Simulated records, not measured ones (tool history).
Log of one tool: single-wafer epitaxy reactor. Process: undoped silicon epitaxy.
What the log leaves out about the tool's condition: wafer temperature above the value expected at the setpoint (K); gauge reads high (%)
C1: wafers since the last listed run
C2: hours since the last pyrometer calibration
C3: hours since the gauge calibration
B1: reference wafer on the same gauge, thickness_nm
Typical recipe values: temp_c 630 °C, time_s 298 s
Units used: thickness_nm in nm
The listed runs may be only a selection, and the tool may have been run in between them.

{"run": 1, "hour": 0.0, "temp_c": 630, "time_s": 298, "C1": 0, "C2": 761, "C3": 531.6, "B1": 31.943, "thickness_nm": 30.013}
{"run": 2, "hour": 64.3, "temp_c": 630, "time_s": 298, "C1": 473, "C2": 825.3, "C3": 595.9, "B1": 31.877, "thickness_nm": 29.989}
{"run": 3, "hour": 102.8, "temp_c": 630, "time_s": 298, "C1": 283, "C2": 863.8, "C3": 634.4, "B1": 31.853, "thickness_nm": 29.796}
{"run": 4, "hour": 139.2, "temp_c": 630, "time_s": 298, "C1": 267, "C2": 900.2, "C3": 670.8, "B1": 31.819, "thickness_nm": 30.046}
{"run": 5, "hour": 199.1, "temp_c": 630, "time_s": 298, "C1": 440, "C2": 960.1, "C3": 730.7, "B1": 31.726, "thickness_nm": 29.942}
{"run": 6, "hour": 252.5, "temp_c": 630, "time_s": 298, "C1": 393, "C2": 1013.5, "C3": 784.1, "B1": 31.661, "thickness_nm": 29.982}
{"run": 7, "hour": 291.9, "temp_c": 630, "time_s": 298, "C1": 290, "C2": 1052.9, "C3": 823.5, "B1": 31.589, "thickness_nm": 29.835}
{"hour": 298.4, "done": "gauge calibrated"}
{"run": 8, "hour": 346.0, "temp_c": 630, "time_s": 298, "C1": 398, "C2": 1107, "C3": 47.6, "B1": 32.239, "thickness_nm": 30.421}
{"run": 9, "hour": 404.6, "temp_c": 636, "time_s": 330, "C1": 431, "C2": 1165.6, "C3": 106.2, "B1": 32.252, "thickness_nm": 38.155}
{"run": 10, "hour": 433.6, "temp_c": 641, "time_s": 351, "C1": 213, "C2": 1194.6, "C3": 135.2, "B1": 32.191, "thickness_nm": 44.745}
{"run": 11, "hour": 503.8, "temp_c": 634, "time_s": 345, "C1": 516, "C2": 1264.8, "C3": 205.4, "B1": 32.211, "thickness_nm": 37.919}
{"run": 12, "hour": 556.8, "temp_c": 630, "time_s": 255, "C1": 390, "C2": 1317.8, "C3": 258.4, "B1": 32.208, "thickness_nm": 26.06}
{"run": 13, "hour": 655.1, "temp_c": 636, "time_s": 330, "C1": 723, "C2": 1416.1, "C3": 356.7, "B1": 32.137, "thickness_nm": 37.786}

What will run 14 give?
{"hour": 666.9, "done": "pyrometer calibrated"}
{"run": 14, "hour": 705.2, "temp_c": 630, "time_s": 298, "C1": 309, "C2": 38.3, "C3": 406.8, "B1": "?", "thickness_nm": "?"}

{"run 14": {"B1": 32.063, "thickness_nm": 30.131}}
Had the tool carried no hidden state, the very same run would have given thickness_nm 30.27 nm.
